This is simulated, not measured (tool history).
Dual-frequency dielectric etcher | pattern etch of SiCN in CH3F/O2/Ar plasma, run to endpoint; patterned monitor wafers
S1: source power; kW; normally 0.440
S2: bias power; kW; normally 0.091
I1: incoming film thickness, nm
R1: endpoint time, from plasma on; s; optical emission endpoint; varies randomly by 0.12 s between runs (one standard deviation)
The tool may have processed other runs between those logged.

run 1 hour=0.0 | S1=0.440 S2=0.075 | I1=7.52 | R1=18.9
run 2 hour=62.4 | S1=0.440 S2=0.091 | I1=7.50 | R1=18.0
-- hour=338.5 wet clean of the chamber
run 3 hour=371.1 | S1=0.440 S2=0.091 | I1=7.49 | R1=18.0
run 4 hour=424.0 | S1=0.440 S2=0.091 | I1=7.51 | R1=18.0
run 5 hour=482.9 | S1=0.390 S2=0.091 | I1=7.46 | R1=18.7
run 6 hour=528.1 | S1=0.440 S2=0.091 | I1=7.57 | R1=18.3
run 7 hour=654.0 | S1=0.440 S2=0.091 | I1=7.47 | R1=18.1
-- hour=714.0 wet clean of the chamber
run 8 hour=751.7 | S1=0.440 S2=0.091 | I1=7.60 | R1=18.1
run 9 hour=834.4 | S1=0.440 S2=0.091 | I1=7.45 | R1=17.8
-- hour=892.5 upper electrode replaced
run 10 hour=900.0 | S1=0.440 S2=0.091 | I1=7.55 | R1=18.0
run 11 hour=988.3 | S1=0.440 S2=0.101 | I1=7.48 | R1=17.4
-- hour=1020.2 bias power generator calibrated
-- hour=1090.1 wet clean of the chamber
run 12 hour=1092.9 | S1=0.440 S2=0.091 | I1=7.54 | R1=17.9
run 13 hour=1199.8 | S1=0.440 S2=0.091 | I1=7.52 | R1=18.2
run 14 hour=1279.2 | S1=0.520 S2=0.106 | I1=7.50 | R1=16.4
run 15 hour=1324.4 | S1=0.440 S2=0.091 | I1=7.50 | R1=18.4
-- hour=1354.5 source power generator calibrated
run 16 hour=1424.6 | S1=0.380 S2=0.078 | I1=7.52 | R1=20.1
-- hour=1483.1 wet clean of the chamber
run 17 hour=1528.0 | S1=0.350 S2=0.091 | I1=7.57 | R1=19.3
run 18 hour=1578.6 | S1=0.510 S2=0.105 | I1=7.49 | R1=16.3
run 19 hour=1661.2 | S1=0.440 S2=0.106 | I1=7.52 | R1=17.3
run 20 hour=1737.6 | S1=0.390 S2=0.091 | I1=7.45 | R1=18.8
run 21 hour=1814.6 | S1=0.440 S2=0.091 | I1=7.48 | R1=18.2
-- hour=1906.5 wet clean of the chamber
run 22 hour=1907.0 | S1=0.340 S2=0.074 | I1=7.45 | R1=20.1

Estimate the outcome of run 23 from the log above:
run 23 hour=1961.5 | S1=0.350 S2=0.101 | I1=7.48 | R1=?

R1: 18.7 s
With the hidden condition absent and the run-to-run variation left alone, this run would have shown R1 18.6 s.
